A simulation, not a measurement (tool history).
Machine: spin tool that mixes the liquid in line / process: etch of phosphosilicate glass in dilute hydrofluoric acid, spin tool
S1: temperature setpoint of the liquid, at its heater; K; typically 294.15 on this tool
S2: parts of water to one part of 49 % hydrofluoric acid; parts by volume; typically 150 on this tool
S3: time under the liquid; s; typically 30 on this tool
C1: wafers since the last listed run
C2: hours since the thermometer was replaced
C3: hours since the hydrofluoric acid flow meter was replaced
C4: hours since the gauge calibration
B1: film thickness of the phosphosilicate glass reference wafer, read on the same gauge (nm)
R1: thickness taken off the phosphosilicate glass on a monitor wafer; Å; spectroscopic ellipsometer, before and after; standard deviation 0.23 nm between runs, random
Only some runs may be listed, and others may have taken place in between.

run    hour      S1   S2  S3   C1     C2     C3     C4      B1      R1
  1       0  294.15  150  30    0  342.8   33.2  539.7  100.01   340.2
  2    38.1  294.15  150  30  452  380.9   71.3  577.8   99.95   341.5
  3   102.3  294.15  150  30  762  445.1  135.5    642     100   342.2
  4   173.9  294.15  150  30  850  516.7  207.1  713.6   99.99   342.9
  5     202  294.15  150  30  333  544.8  235.2  741.7   99.98   341.1
  6   255.1  294.15  150  30  631  597.9  288.3  794.8     100     342
  7   294.6  294.15  105  30  469  637.4  327.8  834.3  100.03   509.6
      312.7  -- thermometer replaced
  8     332  294.15  150  30  432   19.3  365.2  871.7  100.02   339.2
  9   382.2  294.15  150  30  596   69.5  415.4  921.9   99.97   340.2
      392.7  -- gauge calibrated
 10   417.8  294.15  150  30  423  105.1    451   25.1     100   342.7
 11   475.9  294.15  150  30  690  163.2  509.1   83.2  100.01   339.9
 12   524.7  297.65   80  45  579    212  557.9    132  100.02  1204.2
 13   588.6  294.15  185  20  759  275.9  621.8  195.9  100.03   178.3
 14   626.7  290.65  150  45  452    314  659.9    234   99.99   442.6
 15   686.4  294.15  150  30  709  373.7  719.6  293.7  100.01   339.7
 16   757.6  294.15  150  30  846  444.9  790.8  364.9   99.96     341
 17   790.2  294.15  185  30  387  477.5  823.4  397.5     100   265.5
      796.7  -- hydrofluoric acid flow meter replaced
 18   823.8  294.15  150  30  387  511.1   27.1  431.1  100.01   337.3
 19   876.1  294.15  150  30  621  563.4   79.4  483.4  100.01   340.1
 20   919.3  296.65  120  15  513  606.6  122.6  526.6  100.05   242.7
      965.9  -- thermometer replaced
 21   976.1  294.15  150  50  663   10.2  179.4  583.4     100   565.3
 22  1010.8  296.65  150  30  412   44.9  214.1  618.1     100   374.1

Across each entry between runs, compare the hidden state at the last listed run before it with the hidden state at the first listed run after it:
From run 7 to run 8: thermometer replaced (hour 312.7)
  both runs share identical hidden conditions
From run 9 to run 10: gauge calibrated (hour 392.7)
  both runs share identical hidden conditions
From run 17 to run 18: hydrofluoric acid flow meter replaced (hour 796.7)
  both runs share identical hidden conditions
From run 20 to run 21: thermometer replaced (hour 965.9)
  both runs share identical hidden conditions
